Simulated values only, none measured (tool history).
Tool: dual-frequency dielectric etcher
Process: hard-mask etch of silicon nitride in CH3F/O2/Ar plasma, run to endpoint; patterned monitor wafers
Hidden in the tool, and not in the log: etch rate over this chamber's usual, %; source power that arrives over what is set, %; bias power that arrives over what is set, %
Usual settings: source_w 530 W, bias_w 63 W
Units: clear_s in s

run	hour	source_w	bias_w	wafers since the last listed run	hours since the last wet clean	hours since the last source power generator calibration	hours since the last bias power generator calibration	hours since the last upper electrode change	incoming incoming film thickness, nm	clear_s
1	0.0	480	63	0	367.5	3905.8	2295.4	2559.3	39.67	50.8
2	21.4	570	59	224	388.9	3927.2	2316.8	2580.7	40.14	50.0
3	41.2	570	59	207	408.7	3947.0	2336.6	2600.5	39.54	49.1
# hour 59.8: source power generator calibrated
4	76.8	630	76	330	444.3	17.0	2372.2	2636.1	39.68	42.6
5	105.6	630	76	301	473.1	45.8	2401.0	2664.9	39.48	42.7
6	131.2	530	63	268	498.7	71.4	2426.6	2690.5	39.74	48.9
# hour 156.3: wet clean of the chamber
7	165.6	530	63	108	9.3	105.8	2461.0	2724.9	39.74	50.1
8	185.1	530	63	204	28.8	125.3	2480.5	2744.4	40.09	50.4
9	216.7	530	63	330	60.4	156.9	2512.1	2776.0	40.06	50.5
10	232.2	530	63	162	75.9	172.4	2527.6	2791.5	40.01	50.4
11	251.4	530	63	201	95.1	191.6	2546.8	2810.7	40.25	50.8
12	278.4	530	63	282	122.1	218.6	2573.8	2837.7	39.41	49.1
13	311.8	530	63	349	155.5	252.0	2607.2	2871.1	39.82	49.7
# hour 316.0: bias power generator calibrated
14	339.4	530	63	247	183.1	279.6	23.4	2898.7	39.98	50.9
# hour 380.0: upper electrode replaced
15	380.5	660	70	179	224.2	320.7	64.5	0.5	40.29	45.5
16	384.3	450	49	39	228.0	324.5	68.3	4.3	39.78	58.7
17	408.2	460	77	250	251.9	348.4	92.2	28.2	39.73	48.2
18	431.1	470	51	239	274.8	371.3	115.1	51.1	40.16	57.9
19	447.3	450	50	169	291.0	387.5	131.3	67.3	39.98	58.7
20	476.3	530	63	303	320.0	416.5	160.3	96.3	40.25	50.8
21	498.8	650	49	235	342.5	439.0	182.8	118.8	40.07	52.8
22	521.7	480	63	239	365.4	461.9	205.7	141.7	39.83	51.8
23	550.8	640	75	304	394.5	491.0	234.8	170.8	39.88	43.8
24	572.5	530	63	227	416.2	512.7	256.5	192.5	40.18	50.5
25	594.7	430	52	232	438.4	534.9	278.7	214.7	39.60	57.0
26	610.3	440	47	163	454.0	550.5	294.3	230.3	39.80	59.8
27	632.2	530	68	229	475.9	572.4	316.2	252.2	39.94	48.6
28	666.1	570	55	354	509.8	606.3	350.1	286.1	39.85	51.4
29	698.2	530	63	336	541.9	638.4	382.2	318.2	39.78	49.4
30	732.4	610	63	358	576.1	672.6	416.4	352.4	40.23	48.0
31	757.0	530	63	257	600.7	697.2	441.0	377.0	39.85	49.3
# hour 806.2: wet clean of the chamber
32	806.7	530	51	269	0.5	746.9	490.7	426.7	39.46	55.8
33	821.7	640	78	157	15.5	761.9	505.7	441.7	39.68	44.3
34	866.4	530	63	468	60.2	806.6	550.4	486.4	39.95	51.5
35	897.5	470	58	325	91.3	837.7	581.5	517.5	40.21	56.0
36	925.8	530	48	296	119.6	866.0	609.8	545.8	39.55	57.3

The tool's hidden state at each run:
source power that arrives over what is set, %: 0 in every run
H1: etch rate over this chamber's usual, %
H2: bias power that arrives over what is set, %
run	H1	H2
1	2.35	4.05
2	2.49	4.13
3	2.62	4.2
4	2.85	4.33
5	3.04	4.43
6	3.21	4.52
7	0.355	4.65
8	0.483	4.73
9	0.691	4.85
10	0.793	4.91
11	0.919	4.98
12	1.1	5.09
13	1.32	5.22
14	1.5	-0.164
15	1.77	-0.161
16	1.79	-0.161
17	1.95	-0.158
18	2.1	-0.154
19	2.21	-0.151
20	2.4	-0.145
21	2.55	-0.139
22	2.7	-0.132
23	2.89	-0.123
24	3.03	-0.114
25	3.18	-0.105
26	3.28	-0.0986
27	3.42	-0.0884
28	3.65	-0.0712
29	3.86	-0.0533
30	4.08	-0.0325
31	4.24	-0.0164
32	-0.562	0.0189
33	-0.463	0.0303
34	-0.169	0.0663
35	0.0355	0.0931
36	0.222	0.119

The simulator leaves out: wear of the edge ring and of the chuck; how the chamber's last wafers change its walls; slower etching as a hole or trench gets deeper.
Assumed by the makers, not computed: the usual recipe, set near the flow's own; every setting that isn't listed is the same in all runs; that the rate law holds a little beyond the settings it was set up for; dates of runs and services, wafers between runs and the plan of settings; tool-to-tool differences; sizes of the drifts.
